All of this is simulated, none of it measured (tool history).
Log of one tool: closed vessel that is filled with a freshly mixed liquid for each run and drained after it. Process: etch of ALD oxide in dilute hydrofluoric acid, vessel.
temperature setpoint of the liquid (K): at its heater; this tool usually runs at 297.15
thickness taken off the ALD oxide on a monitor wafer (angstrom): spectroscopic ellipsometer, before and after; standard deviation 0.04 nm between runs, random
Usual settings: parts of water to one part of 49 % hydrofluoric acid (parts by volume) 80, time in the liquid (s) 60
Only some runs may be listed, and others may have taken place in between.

run	hour	temperature setpoint of the liquid (K)	parts of water to one part of 49 % hydrofluoric acid (parts by volume)	time in the liquid (s)	read-back film thickness of the ALD oxide reference wafer, read on the same gauge (nm)	thickness taken off the ALD oxide on a monitor wafer (angstrom)
1	0	297.15	80	60	99.99	113.4
2	24.2	297.15	80	60	99.93	112.6
3	93	297.15	80	60	99.98	112.4
4	142.6	297.15	65	35	100.02	82.5
5	212.6	297.15	65	35	100.01	82.5
6	279.3	297.15	65	35	99.99	82.5
7	309.3	297.15	80	60	99.97	112.1
8	333.8	297.15	80	60	100.01	112.7
9	400.3	297.15	80	60	100.03	112.2
10	440.9	297.15	80	60	100.04	111.8
11	496.2	297.15	80	60	99.99	111.5
# hour 522.9: hydrofluoric acid flow meter replaced
12	676.7	297.15	80	60	99.99	111.6
13	709.5	301.65	45	40	99.97	165.6
14	773.3	297.15	80	50	99.93	92.7
# hour 781.5: thermometer replaced
15	819.6	297.15	105	50	100	71.2
# hour 853.2: gauge calibrated
16	861.7	297.15	80	60	99.97	115.8
17	886.4	293.65	80	40	100	67.2
18	911.5	297.15	80	60	99.97	116.2
19	967.6	297.15	80	60	99.97	116.2
20	1026.4	293.15	80	80	100.06	131.1
# hour 1031.2: hydrofluoric acid flow meter replaced
21	1093.3	292.65	80	60	99.97	96.5
22	1143.2	295.65	80	60	99.96	109
23	1178.1	300.65	65	60	100.04	166.1
24	1293.3	300.65	105	50	100.01	81.6

List, for all runs, the conditions of the tool that the log does not record:
hydrofluoric acid flow below the setpoint (%): 0, the same for each run
gauge reads high (%): 0, the same for each run
H1: liquid colder than its thermometer reads (K)
run	H1
1	0.829
2	0.842
3	0.879
4	0.906
5	0.944
6	0.98
7	0.996
8	1.01
9	1.05
10	1.07
11	1.1
12	1.2
13	1.21
14	1.25
15	0.14
16	0.163
17	0.177
18	0.19
19	0.221
20	0.253
21	0.289
22	0.316
23	0.335
24	0.397
